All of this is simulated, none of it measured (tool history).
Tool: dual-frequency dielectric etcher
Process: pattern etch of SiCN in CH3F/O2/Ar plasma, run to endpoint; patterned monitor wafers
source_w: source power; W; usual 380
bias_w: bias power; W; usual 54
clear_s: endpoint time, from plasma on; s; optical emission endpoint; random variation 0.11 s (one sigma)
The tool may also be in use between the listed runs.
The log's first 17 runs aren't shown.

| run | day | source_w | bias_w | incoming incoming film thickness, nm | clear_s |
|---|---|---|---|---|---|
|  | 7.983 | upper electrode replaced |
| 18 | 8.004 | 470 | 64 | 11.71 | 32.5 |
| 19 | 8.017 | 470 | 67 | 11.7 | 32.2 |
| 20 | 8.433 | 380 | 54 | 11.77 | 37.1 |
|  | 8.646 | source power generator calibrated |
| 21 | 8.862 | 380 | 54 | 11.8 | 37.4 |
| 22 | 9.488 | 340 | 43 | 11.71 | 40.7 |
| 23 | 10.175 | 350 | 49 | 11.7 | 39.2 |
| 24 | 10.671 | 440 | 47 | 11.67 | 35.5 |
|  | 11.671 | wet clean of the chamber |
| 25 | 11.692 | 430 | 58 | 11.64 | 34.8 |
| 26 | 11.708 | 380 | 50 | 11.75 | 38.4 |
| 27 | 12.171 | 460 | 40 | 11.68 | 36.7 |
| 28 | 12.592 | 380 | 60 | 11.84 | 37.3 |
|  | 12.988 | bias power generator calibrated |
| 29 | 13.008 | 420 | 68 | 11.74 | 34.3 |

The next listed run, before its measurement:
| 30 | 13.458 | 380 | 54 | 11.67 | ? |

clear_s: 37.4 s
Without the tool's hidden state the same run would have given clear_s 37.4 s.

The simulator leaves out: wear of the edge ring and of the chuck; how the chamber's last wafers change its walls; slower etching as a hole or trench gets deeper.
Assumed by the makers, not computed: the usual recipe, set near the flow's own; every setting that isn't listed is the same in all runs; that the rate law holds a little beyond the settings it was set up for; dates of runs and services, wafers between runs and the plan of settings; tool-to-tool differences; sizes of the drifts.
